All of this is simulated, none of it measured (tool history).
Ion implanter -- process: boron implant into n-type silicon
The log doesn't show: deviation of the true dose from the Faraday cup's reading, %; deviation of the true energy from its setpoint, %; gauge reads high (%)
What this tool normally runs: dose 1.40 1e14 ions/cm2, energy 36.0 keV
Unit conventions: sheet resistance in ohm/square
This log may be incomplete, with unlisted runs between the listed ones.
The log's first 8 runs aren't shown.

run,day,dose,energy,wafers since the last listed run,hours since the last dose calibration,hours since the extraction supply was calibrated,hours since the gauge calibration,"read-back reference wafer on the same gauge, sheet resistance",sheet resistance
9,7.433,1.40,44.5,622,461.0,4413.6,485.8,679.75,575.20
10,8.062,1.40,44.5,372,476.1,4428.7,500.9,679.23,576.61
# day 8.388: gauge calibrated
11,9.350,1.40,44.5,762,507.0,4459.6,23.1,669.46,568.88
12,10.104,1.40,36.0,446,525.1,4477.7,41.2,671.05,591.82
13,13.625,1.40,36.0,2086,609.6,4562.2,125.7,670.74,591.46
14,14.512,1.40,36.0,525,630.9,4583.5,147.0,671.19,587.15
# day 15.329: extraction supply calibrated
15,17.238,1.40,36.0,1417,696.3,45.8,212.4,671.85,592.02
# day 19.300: Faraday cup replaced and dose calibrated
16,21.496,1.40,36.0,2325,52.7,148.0,314.6,675.62,593.75
17,22.658,1.40,36.0,688,80.6,175.9,342.5,675.71,594.65
18,23.179,1.60,43.5,308,93.1,188.4,355.0,675.79,524.15
19,24.262,1.77,46.0,641,119.1,214.4,381.0,675.62,480.69
20,25.358,1.70,36.0,649,145.4,240.7,407.3,677.77,514.92
21,26.229,1.07,26.0,516,166.3,261.6,428.2,678.12,772.27
22,27.529,1.26,45.0,770,197.5,292.8,459.4,679.37,616.55
23,28.200,1.73,31.5,397,213.6,308.9,475.5,680.19,521.42
24,29.296,1.52,26.5,649,239.9,335.2,501.8,682.17,589.89
25,30.521,1.52,26.5,725,269.3,364.6,531.2,681.98,591.92
26,31.942,1.40,48.0,841,303.4,398.7,565.3,683.76,570.89
# day 32.358: gauge calibrated
27,32.946,1.26,41.0,595,327.5,422.8,14.1,667.62,621.26

The next listed run, before its measurement:
28,33.683,1.40,36.0,437,345.2,440.5,31.8,?,?

{"run 28": {"read-back reference wafer on the same gauge, sheet resistance": 668.19, "sheet resistance": 585.99}}
The same run, on a tool lacking any hidden state, would have yielded sheet resistance 584.99 ohm/square.
